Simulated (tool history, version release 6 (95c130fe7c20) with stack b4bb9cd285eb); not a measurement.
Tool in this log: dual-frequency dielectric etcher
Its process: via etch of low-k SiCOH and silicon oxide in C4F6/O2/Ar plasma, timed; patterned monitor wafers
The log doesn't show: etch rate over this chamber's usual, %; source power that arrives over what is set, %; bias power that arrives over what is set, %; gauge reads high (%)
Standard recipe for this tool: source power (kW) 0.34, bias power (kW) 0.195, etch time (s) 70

run	hour	source power (kW)	bias power (kW)	etch time (s)	wafers since the last listed run	hours since the last wet clean	hours since the last source power generator calibration	hours since the last bias power generator calibration	hours since the last upper electrode change	hours since the gauge calibration	read-back reference wafer on the same gauge, depth_nm	mean etch depth across the wafer (nm)
1	0	0.34	0.195	70	0	258.6	3616.4	2657.9	5229.2	601.2	151.1	165.3
2	24.2	0.38	0.195	70	347	282.8	3640.6	2682.1	5253.4	625.4	151.2	168.6
3	54.3	0.38	0.195	70	432	312.9	3670.7	2712.2	5283.5	655.5	150.8	170.2
4	105	0.38	0.195	70	727	363.6	3721.4	2762.9	5334.2	706.2	151.4	170.9
5	131.5	0.34	0.195	70	380	390.1	3747.9	2789.4	5360.7	732.7	150.9	166.4
6	176.6	0.34	0.195	70	647	435.2	3793	2834.5	5405.8	777.8	150.8	166.9
7	230.4	0.34	0.195	62	772	489	3846.8	2888.3	5459.6	831.6	151	147.8
8	280	0.34	0.195	62	711	538.6	3896.4	2937.9	5509.2	881.2	150.9	147.8
# hour 327.3: wet clean of the chamber
9	327.7	0.34	0.195	62	340	0.4	3944.1	2985.6	5556.9	928.9	150.9	140.7
10	357.8	0.34	0.195	70	432	30.5	3974.2	3015.7	5587	959	151	160.1
11	414	0.29	0.195	70	806	86.7	4030.4	3071.9	5643.2	1015.2	151	154.6
12	443.5	0.34	0.226	70	423	116.2	4059.9	3101.4	5672.7	1044.7	150.7	168.4
# hour 460.9: gauge calibrated
13	491.5	0.39	0.195	86	688	164.2	4107.9	3149.4	5720.7	30.6	151	207.3
# hour 512.6: source power generator calibrated
# hour 517.5: bias power generator calibrated
# hour 522: upper electrode replaced, of another model than before
14	530.3	0.34	0.226	70	378	203	17.7	12.8	8.3	69.4	150.8	172.1
15	562.5	0.34	0.218	70	462	235.2	49.9	45	40.5	101.6	150.8	169.7
16	612	0.37	0.209	57.5	710	284.7	99.4	94.5	90	151.1	151.1	142.6
17	673.2	0.34	0.231	70	878	345.9	160.6	155.7	151.2	212.3	151	176.4
18	698.6	0.34	0.195	59	364	371.3	186	181.1	176.6	237.7	151.1	138.9
19	742.3	0.28	0.195	54	627	415	229.7	224.8	220.3	281.4	150.9	116
20	779.7	0.37	0.195	70	536	452.4	267.1	262.2	257.7	318.8	151.1	174.7
21	822.4	0.34	0.195	70	612	495.1	309.8	304.9	300.4	361.5	151.3	166.7
22	879.2	0.29	0.148	83.5	815	551.9	366.6	361.7	357.2	418.3	151	167
# hour 911.8: wet clean of the chamber
23	921.5	0.34	0.195	70	262	9.7	408.9	404	399.5	460.6	151	162

Forecast each of these 3 alternatives for the next run:
A	921.9	0.34	0.195	70	5	10.1	409.3	404.4	399.9	461	?	?
B	921.9	0.34	0.195	86.5	5	10.1	409.3	404.4	399.9	461	?	?
C	921.9	0.34	0.22	54.5	5	10.1	409.3	404.4	399.9	461	?	?

run	read-back reference wafer on the same gauge, depth_nm	mean etch depth across the wafer (nm)
A	150.9	161.7
B	150.9	199.9
C	150.9	131.5
The same runs, with their run-to-run variation unchanged, on a tool lacking any hidden condition would have given:
run	mean etch depth across the wafer (nm)
A	159.8
B	197.5
C	129.9
